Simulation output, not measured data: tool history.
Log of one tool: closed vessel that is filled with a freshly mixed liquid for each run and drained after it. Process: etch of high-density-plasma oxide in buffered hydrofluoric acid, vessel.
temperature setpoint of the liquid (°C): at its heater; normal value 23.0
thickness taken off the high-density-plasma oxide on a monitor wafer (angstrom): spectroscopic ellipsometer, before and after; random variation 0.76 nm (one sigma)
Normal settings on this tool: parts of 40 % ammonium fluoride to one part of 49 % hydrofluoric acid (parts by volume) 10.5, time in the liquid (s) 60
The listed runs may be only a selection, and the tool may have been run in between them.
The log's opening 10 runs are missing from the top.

run,hour,temperature setpoint of the liquid (°C),parts of 40 % ammonium fluoride to one part of 49 % hydrofluoric acid (parts by volume),time in the liquid (s),wafers since the last listed run,hours since the thermometer was replaced,hours since the hydrofluoric acid flow meter was replaced,hours since the gauge calibration,"read-back film thickness of the high-density-plasma oxide reference wafer, read on the same gauge (nm)",thickness taken off the high-density-plasma oxide on a monitor wafer (angstrom)
11,493.1,26.5,10.5,60,4236,2406.6,608.6,906.2,80.01,1101.1
12,540.8,23.0,9.0,60,5645,2454.3,656.3,953.9,80.01,1026.9
13,574.8,23.0,9.0,60,4023,2488.3,690.3,987.9,80.00,1034.9
14,624.7,23.0,7.0,60,5905,2538.2,740.2,1037.8,80.03,1316.5
15,663.2,23.0,10.5,60,4556,2576.7,778.7,1076.3,79.99,887.3
16,700.1,23.0,10.5,60,4366,2613.6,815.6,1113.2,80.02,896.1
17,745.9,28.0,9.0,75,5420,2659.4,861.4,1159.0,80.00,1668.1
18,798.1,27.5,7.0,50,6177,2711.6,913.6,1211.2,79.97,1377.6
# hour 801.5: thermometer replaced
19,841.4,23.0,12.0,60,5005,39.9,956.9,1254.5,80.01,843.5
20,889.3,27.0,12.5,75,5668,87.8,1004.8,1302.4,79.99,1267.6
21,954.4,23.0,9.0,50,7704,152.9,1069.9,1367.5,80.01,908.3
22,1011.2,21.5,7.0,85,6721,209.7,1126.7,1424.3,80.00,1797.6
# hour 1059.2: hydrofluoric acid flow meter replaced
23,1062.7,28.0,10.5,30,5976,261.2,3.5,1475.8,80.01,663.6
# hour 1090.2: gauge calibrated
24,1119.5,25.5,12.0,80,6721,318.0,60.3,29.3,80.00,1351.5
25,1182.7,23.0,10.5,60,7479,381.2,123.5,92.5,80.04,998.3
26,1251.7,23.0,10.5,60,8165,450.2,192.5,161.5,79.95,1001.2
27,1282.9,20.5,12.5,40,3692,481.4,223.7,192.7,79.97,483.6
28,1353.6,24.5,13.0,60,8366,552.1,294.4,263.4,79.98,877.6
29,1533.0,23.0,10.5,60,21231,731.5,473.8,442.8,80.00,971.1

Forecast run 30:
30,1598.5,19.0,10.5,60,7751,797.0,539.3,508.3,?,?

{"run 30": {"read-back film thickness of the high-density-plasma oxide reference wafer, read on the same gauge (nm)": 80.02, "thickness taken off the high-density-plasma oxide on a monitor wafer (angstrom)": 773.4}}
Take away the tool's hidden state, keep the run-to-run variation as it was, and the same run would have given thickness taken off the high-density-plasma oxide on a monitor wafer (angstrom) 828.8.
